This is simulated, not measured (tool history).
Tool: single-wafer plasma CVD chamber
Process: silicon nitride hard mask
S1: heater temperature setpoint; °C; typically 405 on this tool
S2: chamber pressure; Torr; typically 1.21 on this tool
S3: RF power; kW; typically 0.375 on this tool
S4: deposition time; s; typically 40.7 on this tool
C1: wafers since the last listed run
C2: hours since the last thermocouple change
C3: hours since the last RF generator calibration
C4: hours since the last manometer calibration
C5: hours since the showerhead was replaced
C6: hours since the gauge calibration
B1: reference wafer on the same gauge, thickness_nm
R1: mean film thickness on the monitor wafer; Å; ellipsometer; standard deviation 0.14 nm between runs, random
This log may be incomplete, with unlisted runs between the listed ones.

| run | hour | S1 | S2 | S3 | S4 | C1 | C2 | C3 | C4 | C5 | C6 | B1 | R1 |
|---|---|---|---|---|---|---|---|---|---|---|---|---|---|
| 1 | 0.0 | 405 | 1.21 | 0.375 | 40.7 | 0 | 390.9 | 417.3 | 1137.7 | 7920.5 | 79.0 | 45.993 | 423.65 |
| 2 | 58.1 | 405 | 1.45 | 0.375 | 40.7 | 1059 | 449.0 | 475.4 | 1195.8 | 7978.6 | 137.1 | 45.984 | 438.59 |
| 3 | 102.2 | 405 | 1.21 | 0.375 | 40.7 | 804 | 493.1 | 519.5 | 1239.9 | 8022.7 | 181.2 | 46.027 | 419.88 |
|  | 153.3 | showerhead replaced |
| 4 | 155.1 | 405 | 1.21 | 0.375 | 40.7 | 818 | 546.0 | 572.4 | 1292.8 | 1.8 | 234.1 | 46.014 | 418.83 |
| 5 | 197.9 | 405 | 1.21 | 0.375 | 40.7 | 780 | 588.8 | 615.2 | 1335.6 | 44.6 | 276.9 | 45.989 | 418.35 |
| 6 | 237.1 | 405 | 1.21 | 0.375 | 40.7 | 714 | 628.0 | 654.4 | 1374.8 | 83.8 | 316.1 | 45.993 | 416.13 |
|  | 382.4 | RF generator calibrated |
| 7 | 382.9 | 405 | 1.21 | 0.375 | 40.7 | 2512 | 773.8 | 0.5 | 1520.6 | 229.6 | 461.9 | 46.040 | 421.48 |
| 8 | 419.1 | 397 | 1.11 | 0.325 | 38.1 | 660 | 810.0 | 36.7 | 1556.8 | 265.8 | 498.1 | 46.013 | 342.65 |
| 9 | 476.8 | 405 | 1.21 | 0.375 | 40.7 | 1052 | 867.7 | 94.4 | 1614.5 | 323.5 | 555.8 | 45.966 | 422.21 |
| 10 | 559.5 | 405 | 1.51 | 0.375 | 40.7 | 1507 | 950.4 | 177.1 | 1697.2 | 406.2 | 638.5 | 46.028 | 439.98 |
| 11 | 607.5 | 391 | 1.21 | 0.375 | 40.7 | 875 | 998.4 | 225.1 | 1745.2 | 454.2 | 686.5 | 45.955 | 422.05 |
| 12 | 659.9 | 396 | 1.21 | 0.375 | 40.7 | 955 | 1050.8 | 277.5 | 1797.6 | 506.6 | 738.9 | 45.996 | 420.21 |
|  | 848.5 | capacitance manometer re-zeroed and calibrated |
| 13 | 855.2 | 401 | 1.00 | 0.375 | 35.2 | 3415 | 1246.1 | 472.8 | 6.7 | 701.9 | 934.2 | 45.996 | 355.96 |
| 14 | 897.5 | 391 | 1.21 | 0.375 | 40.7 | 771 | 1288.4 | 515.1 | 49.0 | 744.2 | 976.5 | 45.997 | 430.92 |
| 15 | 945.2 | 405 | 1.46 | 0.405 | 44.4 | 869 | 1336.1 | 562.8 | 96.7 | 791.9 | 1024.2 | 45.982 | 515.80 |
| 16 | 974.9 | 396 | 1.21 | 0.325 | 38.3 | 541 | 1365.8 | 592.5 | 126.4 | 821.6 | 1053.9 | 46.017 | 347.27 |
| 17 | 1019.3 | 397 | 1.31 | 0.320 | 40.7 | 809 | 1410.2 | 636.9 | 170.8 | 866.0 | 1098.3 | 46.014 | 370.10 |
| 18 | 1046.4 | 405 | 1.21 | 0.375 | 40.7 | 494 | 1437.3 | 664.0 | 197.9 | 893.1 | 1125.4 | 45.984 | 422.73 |
| 19 | 1090.6 | 398 | 0.92 | 0.375 | 40.7 | 805 | 1481.5 | 708.2 | 242.1 | 937.3 | 1169.6 | 46.002 | 398.48 |
| 20 | 1133.4 | 405 | 1.21 | 0.375 | 32.8 | 780 | 1524.3 | 751.0 | 284.9 | 980.1 | 1212.4 | 45.998 | 337.54 |
|  | 1193.2 | thermocouple changed; heater temperature recalibrated |
| 21 | 1198.9 | 405 | 1.21 | 0.375 | 40.7 | 1048 | 5.7 | 816.5 | 350.4 | 1045.6 | 1277.9 | 46.010 | 417.71 |
|  | 1247.9 | RF generator calibrated |
| 22 | 1248.4 | 405 | 1.21 | 0.375 | 40.7 | 756 | 55.2 | 0.5 | 399.9 | 1095.1 | 1327.4 | 46.024 | 426.71 |
| 23 | 1311.7 | 410 | 1.38 | 0.395 | 37.6 | 1154 | 118.5 | 63.8 | 463.2 | 1158.4 | 1390.7 | 45.980 | 425.23 |
| 24 | 1339.4 | 405 | 1.21 | 0.375 | 40.7 | 505 | 146.2 | 91.5 | 490.9 | 1186.1 | 1418.4 | 45.983 | 426.84 |
| 25 | 1390.8 | 413 | 1.21 | 0.375 | 43.8 | 937 | 197.6 | 142.9 | 542.3 | 1237.5 | 1469.8 | 46.043 | 457.97 |
| 26 | 1571.9 | 405 | 1.21 | 0.430 | 40.7 | 3302 | 378.7 | 324.0 | 723.4 | 1418.6 | 1650.9 | 46.014 | 477.25 |
| 27 | 1642.8 | 405 | 1.21 | 0.375 | 40.7 | 1292 | 449.6 | 394.9 | 794.3 | 1489.5 | 1721.8 | 45.963 | 425.48 |
| 28 | 1853.2 | 417 | 1.31 | 0.325 | 40.7 | 3836 | 660.0 | 605.3 | 1004.7 | 1699.9 | 1932.2 | 45.997 | 369.35 |
| 29 | 1878.8 | 405 | 1.21 | 0.375 | 40.7 | 466 | 685.6 | 630.9 | 1030.3 | 1725.5 | 1957.8 | 46.031 | 418.90 |

Forecast each of these 3 alternatives for the next run:
| A | 1879.2 | 405 | 1.21 | 0.375 | 40.7 | 7 | 686.0 | 631.3 | 1030.7 | 1725.9 | 1958.2 | ? | ? |
| B | 1879.2 | 415 | 1.44 | 0.375 | 40.7 | 7 | 686.0 | 631.3 | 1030.7 | 1725.9 | 1958.2 | ? | ? |
| C | 1879.2 | 396 | 1.21 | 0.355 | 42.9 | 7 | 686.0 | 631.3 | 1030.7 | 1725.9 | 1958.2 | ? | ? |

| run | B1 | R1 |
|---|---|---|
| A | 45.998 | 419.00 |
| B | 45.998 | 431.45 |
| C | 45.998 | 421.82 |
Without the tool's hidden state the same runs would have given:
| run | R1 |
|---|---|
| A | 429.06 |
| B | 441.80 |
| C | 431.95 |
